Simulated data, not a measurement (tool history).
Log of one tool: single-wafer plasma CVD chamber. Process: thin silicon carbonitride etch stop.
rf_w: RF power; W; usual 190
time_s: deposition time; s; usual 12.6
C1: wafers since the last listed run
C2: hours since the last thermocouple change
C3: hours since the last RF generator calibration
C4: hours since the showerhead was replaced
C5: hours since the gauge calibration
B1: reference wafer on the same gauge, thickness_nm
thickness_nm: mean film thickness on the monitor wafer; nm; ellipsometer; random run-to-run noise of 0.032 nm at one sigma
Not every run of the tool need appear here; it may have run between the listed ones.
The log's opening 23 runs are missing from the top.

run 24 hour=1656.6 | rf_w=165 time_s=12.6 | C1=1691 C2=684.7 C3=775.9 C4=160.8 C5=281.1 | B1=6.654 | thickness_nm=6.914
run 25 hour=1761.6 | rf_w=160 time_s=12.6 | C1=1905 C2=789.7 C3=880.9 C4=265.8 C5=386.1 | B1=6.652 | thickness_nm=6.822
run 26 hour=2011.7 | rf_w=190 time_s=12.6 | C1=4539 C2=1039.8 C3=1131 C4=515.9 C5=636.2 | B1=6.642 | thickness_nm=7.196
run 27 hour=2099.1 | rf_w=210 time_s=14.1 | C1=1586 C2=1127.2 C3=1218.4 C4=603.3 C5=723.6 | B1=6.654 | thickness_nm=8.323
run 28 hour=2161 | rf_w=205 time_s=10.9 | C1=1123 C2=1189.1 C3=1280.3 C4=665.2 C5=785.5 | B1=6.648 | thickness_nm=6.356
run 29 hour=2237.8 | rf_w=165 time_s=14 | C1=1393 C2=1265.9 C3=1357.1 C4=742 C5=862.3 | B1=6.651 | thickness_nm=7.574
run 30 hour=2327.3 | rf_w=190 time_s=12.6 | C1=1624 C2=1355.4 C3=1446.6 C4=831.5 C5=951.8 | B1=6.647 | thickness_nm=7.071
run 31 hour=2388.4 | rf_w=215 time_s=14.3 | C1=1108 C2=1416.5 C3=1507.7 C4=892.6 C5=1012.9 | B1=6.644 | thickness_nm=8.339
-- hour=2441.1 RF generator calibrated
run 32 hour=2466.2 | rf_w=190 time_s=12.6 | C1=1266 C2=1494.3 C3=25.1 C4=970.4 C5=1090.7 | B1=6.641 | thickness_nm=7.226
run 33 hour=2563.9 | rf_w=175 time_s=11.8 | C1=1773 C2=1592 C3=122.8 C4=1068.1 C5=1188.4 | B1=6.656 | thickness_nm=6.656
run 34 hour=2659.3 | rf_w=190 time_s=14.7 | C1=1731 C2=1687.4 C3=218.2 C4=1163.5 C5=1283.8 | B1=6.662 | thickness_nm=8.453
run 35 hour=2794.9 | rf_w=160 time_s=11.7 | C1=2461 C2=1823 C3=353.8 C4=1299.1 C5=1419.4 | B1=6.644 | thickness_nm=6.392

4 ways to go on from here, each from the tool as it stands after run 35. What would each give?
run A hour=2795.3 | rf_w=190 time_s=12.6 | C1=7 C2=1823.4 C3=354.2 C4=1299.5 C5=1419.8 | B1=? | thickness_nm=?
run B hour=2795.3 | rf_w=225 time_s=10.9 | C1=7 C2=1823.4 C3=354.2 C4=1299.5 C5=1419.8 | B1=? | thickness_nm=?
run C hour=2795.3 | rf_w=165 time_s=14.1 | C1=7 C2=1823.4 C3=354.2 C4=1299.5 C5=1419.8 | B1=? | thickness_nm=?
run D hour=2795.3 | rf_w=170 time_s=14.4 | C1=7 C2=1823.4 C3=354.2 C4=1299.5 C5=1419.8 | B1=? | thickness_nm=?

run=A B1=6.646 thickness_nm=7.265
run=B B1=6.646 thickness_nm=6.6
run=C B1=6.646 thickness_nm=7.807
run=D B1=6.646 thickness_nm=8.041
The same runs, with their run-to-run variation unchanged, on a tool lacking any hidden condition would have given:
run=A thickness_nm=7.323
run=B thickness_nm=6.653
run=C thickness_nm=7.869
run=D thickness_nm=8.106

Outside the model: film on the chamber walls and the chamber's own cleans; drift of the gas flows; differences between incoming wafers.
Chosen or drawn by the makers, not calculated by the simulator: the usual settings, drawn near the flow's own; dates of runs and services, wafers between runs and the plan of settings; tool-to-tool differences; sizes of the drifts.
